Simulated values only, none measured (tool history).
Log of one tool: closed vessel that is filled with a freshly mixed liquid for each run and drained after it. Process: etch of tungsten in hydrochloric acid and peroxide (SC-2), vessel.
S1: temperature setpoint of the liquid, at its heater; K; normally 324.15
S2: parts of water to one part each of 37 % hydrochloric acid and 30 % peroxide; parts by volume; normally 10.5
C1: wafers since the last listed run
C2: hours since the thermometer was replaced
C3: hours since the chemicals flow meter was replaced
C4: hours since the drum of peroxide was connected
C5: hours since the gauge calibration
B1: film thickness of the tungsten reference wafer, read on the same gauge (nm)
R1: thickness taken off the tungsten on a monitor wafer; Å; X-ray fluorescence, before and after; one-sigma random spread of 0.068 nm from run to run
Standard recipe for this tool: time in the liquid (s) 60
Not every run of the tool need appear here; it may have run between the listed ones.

run 1 hour=0 | S1=324.15 S2=9 time_in_the_liquid_(s)=60 | C1=0 C2=1124.4 C3=620.2 C4=855.6 C5=364.7 | B1=120.01 | R1=228.2
-- hour=22.2 gauge calibrated
run 2 hour=31 | S1=324.15 S2=9 time_in_the_liquid_(s)=60 | C1=2701 C2=1155.4 C3=651.2 C4=886.6 C5=8.8 | B1=119.99 | R1=228.6
run 3 hour=61.9 | S1=324.15 S2=10.5 time_in_the_liquid_(s)=60 | C1=2692 C2=1186.3 C3=682.1 C4=917.5 C5=39.7 | B1=119.99 | R1=200.9
run 4 hour=97.5 | S1=324.15 S2=10.5 time_in_the_liquid_(s)=60 | C1=3102 C2=1221.9 C3=717.7 C4=953.1 C5=75.3 | B1=119.99 | R1=199.7
run 5 hour=132.1 | S1=324.15 S2=10.5 time_in_the_liquid_(s)=60 | C1=3015 C2=1256.5 C3=752.3 C4=987.7 C5=109.9 | B1=120.01 | R1=200.3
run 6 hour=149 | S1=324.15 S2=10.5 time_in_the_liquid_(s)=60 | C1=1472 C2=1273.4 C3=769.2 C4=1004.6 C5=126.8 | B1=120.01 | R1=199.7
run 7 hour=177.1 | S1=324.15 S2=10.5 time_in_the_liquid_(s)=60 | C1=2448 C2=1301.5 C3=797.3 C4=1032.7 C5=154.9 | B1=119.99 | R1=199.3
run 8 hour=199.9 | S1=324.15 S2=10.5 time_in_the_liquid_(s)=60 | C1=1986 C2=1324.3 C3=820.1 C4=1055.5 C5=177.7 | B1=120 | R1=200.1
-- hour=212.8 thermometer replaced
-- hour=246.5 chemicals flow meter replaced
run 9 hour=251.1 | S1=324.15 S2=10.5 time_in_the_liquid_(s)=80 | C1=4287 C2=38.3 C3=4.6 C4=1106.7 C5=228.9 | B1=120 | R1=278.1
run 10 hour=283.9 | S1=324.15 S2=10.5 time_in_the_liquid_(s)=80 | C1=2858 C2=71.1 C3=37.4 C4=1139.5 C5=261.7 | B1=120 | R1=277.4
run 11 hour=314.7 | S1=324.15 S2=10.5 time_in_the_liquid_(s)=80 | C1=2683 C2=101.9 C3=68.2 C4=1170.3 C5=292.5 | B1=120 | R1=276.7
run 12 hour=332 | S1=324.15 S2=10.5 time_in_the_liquid_(s)=60 | C1=1507 C2=119.2 C3=85.5 C4=1187.6 C5=309.8 | B1=120.02 | R1=208.1
run 13 hour=366.9 | S1=324.15 S2=10.5 time_in_the_liquid_(s)=60 | C1=3041 C2=154.1 C3=120.4 C4=1222.5 C5=344.7 | B1=120.04 | R1=207.8
run 14 hour=381.6 | S1=324.15 S2=10.5 time_in_the_liquid_(s)=30 | C1=1280 C2=168.8 C3=135.1 C4=1237.2 C5=359.4 | B1=119.99 | R1=104.2
run 15 hour=400.9 | S1=324.15 S2=9 time_in_the_liquid_(s)=45 | C1=1681 C2=188.1 C3=154.4 C4=1256.5 C5=378.7 | B1=120 | R1=177.3
run 16 hour=427.3 | S1=324.15 S2=9 time_in_the_liquid_(s)=45 | C1=2300 C2=214.5 C3=180.8 C4=1282.9 C5=405.1 | B1=119.99 | R1=176.8
run 17 hour=454.8 | S1=324.15 S2=10.5 time_in_the_liquid_(s)=60 | C1=2396 C2=242 C3=208.3 C4=1310.4 C5=432.6 | B1=120 | R1=207.8
-- hour=462 new drum of peroxide connected
-- hour=462.9 gauge calibrated
run 18 hour=470 | S1=334.15 S2=13.5 time_in_the_liquid_(s)=95 | C1=1237 C2=257.2 C3=223.5 C4=8 C5=7.1 | B1=120 | R1=502.8
run 19 hour=491.2 | S1=324.15 S2=10.5 time_in_the_liquid_(s)=60 | C1=1847 C2=278.4 C3=244.7 C4=29.2 C5=28.3 | B1=120.02 | R1=206.4
run 20 hour=513.7 | S1=324.15 S2=8.5 time_in_the_liquid_(s)=60 | C1=1960 C2=300.9 C3=267.2 C4=51.7 C5=50.8 | B1=120.02 | R1=246
run 21 hour=529.2 | S1=318.15 S2=12.5 time_in_the_liquid_(s)=30 | C1=1350 C2=316.4 C3=282.7 C4=67.2 C5=66.3 | B1=120.02 | R1=59.4
run 22 hour=553.7 | S1=329.15 S2=6.5 time_in_the_liquid_(s)=45 | C1=2134 C2=340.9 C3=307.2 C4=91.7 C5=90.8 | B1=119.99 | R1=315.2
run 23 hour=589.6 | S1=318.65 S2=6 time_in_the_liquid_(s)=90 | C1=3128 C2=376.8 C3=343.1 C4=127.6 C5=126.7 | B1=119.99 | R1=333.6
run 24 hour=613.9 | S1=324.15 S2=10.5 time_in_the_liquid_(s)=60 | C1=2117 C2=401.1 C3=367.4 C4=151.9 C5=151 | B1=120 | R1=207.2
run 25 hour=638.7 | S1=316.65 S2=10.5 time_in_the_liquid_(s)=60 | C1=2161 C2=425.9 C3=392.2 C4=176.7 C5=175.8 | B1=120.01 | R1=123.7
run 26 hour=663.5 | S1=327.15 S2=7 time_in_the_liquid_(s)=60 | C1=2161 C2=450.7 C3=417 C4=201.5 C5=200.6 | B1=119.99 | R1=348.8

Below are 5 alternative next runs, each starting from the tool's condition after run 26. Predict each:
run A hour=664.2 | S1=314.65 S2=10.5 time_in_the_liquid_(s)=60 | C1=60 C2=451.4 C3=417.7 C4=202.2 C5=201.3 | B1=? | R1=?
run B hour=664.2 | S1=329.65 S2=7 time_in_the_liquid_(s)=35 | C1=60 C2=451.4 C3=417.7 C4=202.2 C5=201.3 | B1=? | R1=?
run C hour=664.2 | S1=316.65 S2=6 time_in_the_liquid_(s)=75 | C1=60 C2=451.4 C3=417.7 C4=202.2 C5=201.3 | B1=? | R1=?
run D hour=664.2 | S1=333.65 S2=7.5 time_in_the_liquid_(s)=90 | C1=60 C2=451.4 C3=417.7 C4=202.2 C5=201.3 | B1=? | R1=?
run E hour=664.2 | S1=319.65 S2=15.5 time_in_the_liquid_(s)=40 | C1=60 C2=451.4 C3=417.7 C4=202.2 C5=201.3 | B1=? | R1=?

run=A B1=120 R1=107
run=B B1=120 R1=237.7
run=C B1=120 R1=240.4
run=D B1=120 R1=746.3
run=E B1=120 R1=72.1
With the hidden condition removed and each run's random variation left untouched, the same runs would have given:
run=A R1=109.4
run=B R1=242.6
run=C R1=245.8
run=D R1=761.4
run=E R1=73.7

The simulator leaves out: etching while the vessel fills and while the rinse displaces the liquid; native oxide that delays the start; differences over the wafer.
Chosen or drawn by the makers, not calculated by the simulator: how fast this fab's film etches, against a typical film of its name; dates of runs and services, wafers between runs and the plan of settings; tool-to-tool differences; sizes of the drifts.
